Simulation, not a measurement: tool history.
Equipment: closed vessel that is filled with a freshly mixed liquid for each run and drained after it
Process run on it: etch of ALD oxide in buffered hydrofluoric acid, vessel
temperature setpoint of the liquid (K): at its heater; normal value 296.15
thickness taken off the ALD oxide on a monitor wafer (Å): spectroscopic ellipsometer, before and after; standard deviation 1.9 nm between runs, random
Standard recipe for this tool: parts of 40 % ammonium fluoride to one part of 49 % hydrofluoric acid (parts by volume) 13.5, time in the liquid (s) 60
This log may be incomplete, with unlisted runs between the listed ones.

run	day	temperature setpoint of the liquid (K)	parts of 40 % ammonium fluoride to one part of 49 % hydrofluoric acid (parts by volume)	time in the liquid (s)	wafers since the last listed run	hours since the thermometer was replaced	hours since the hydrofluoric acid flow meter was replaced	hours since the gauge calibration	read-back film thickness of the ALD oxide reference wafer, read on the same gauge (nm)	thickness taken off the ALD oxide on a monitor wafer (Å)
1	0	296.15	13.5	60	0	1658.6	1443.4	622	70	2091.1
2	1.512	296.15	10.5	60	3443	1694.9	1479.7	658.3	70.01	2662.6
3	3.325	296.15	13.5	60	4126	1738.4	1523.2	701.8	70.01	2134.4
4	4.833	292.65	13.5	60	3433	1774.6	1559.4	738	70.03	1726.1
5	7.088	292.65	13.5	60	5131	1828.7	1613.5	792.1	70	1716.4
6	11.592	293.65	13.5	60	10253	1936.8	1721.6	900.2	70.01	1844.3
7	13.833	293.65	13.5	60	5103	1990.6	1775.4	954	69.98	1853.2
8	15.788	293.65	13.5	60	4448	2037.5	1822.3	1000.9	70.02	1828.2
9	18.033	296.15	13.5	60	5112	2091.4	1876.2	1054.8	70	2144.8
10	19.654	296.15	13.5	70	3689	2130.3	1915.1	1093.7	70.01	2527.8
11	22.238	296.15	13.5	60	5881	2192.3	1977.1	1155.7	69.97	2183
12	24.975	291.65	9	75	6231	2258	2042.8	1221.4	70.01	3046.7
# day 25.696: gauge calibrated
# day 29.562: hydrofluoric acid flow meter replaced
13	31.242	294.65	13.5	85	14171	2408.4	40.3	133.1	70	2839.9
14	33.792	296.15	13.5	60	5805	2469.6	101.5	194.3	70	2203.9
# day 36.033: thermometer replaced
15	37.129	293.65	10	95	7503	26.3	181.6	274.4	70.03	3575.2
16	39.742	296.15	16	60	5947	89	244.3	337.1	70	1624.9
17	41.612	296.15	13.5	60	4258	133.9	289.2	382	70	1952.1
18	44.329	296.15	13.5	80	6184	199.1	354.4	447.2	70	2585.3
19	45.712	299.65	13.5	45	3149	232.3	387.6	480.4	70.03	1789.2
20	47.208	291.15	16.5	60	3405	268.2	423.5	516.3	69.96	1215.1
21	49.338	296.15	13.5	90	4847	319.3	474.6	567.4	70.01	2930.8

What if the next run were any one of these 5? Each begins from the tool's condition after run 21:
A	49.367	296.15	13.5	60	66	320	475.3	568.1	?	?
B	49.367	299.65	13.5	50	66	320	475.3	568.1	?	?
C	49.367	294.15	9.5	35	66	320	475.3	568.1	?	?
D	49.367	292.15	9.5	60	66	320	475.3	568.1	?	?
E	49.367	298.15	9	60	66	320	475.3	568.1	?	?

run	read-back film thickness of the ALD oxide reference wafer, read on the same gauge (nm)	thickness taken off the ALD oxide on a monitor wafer (Å)
A	70.01	1946.1
B	70.01	1960.3
C	70.01	1407.9
D	70.01	2158.6
E	70.01	3107.6
What these runs would have given with no unlogged condition in the tool:
run	thickness taken off the ALD oxide on a monitor wafer (Å)
A	1897.6
B	1912.5
C	1372.4
D	2103.5
E	3031.3
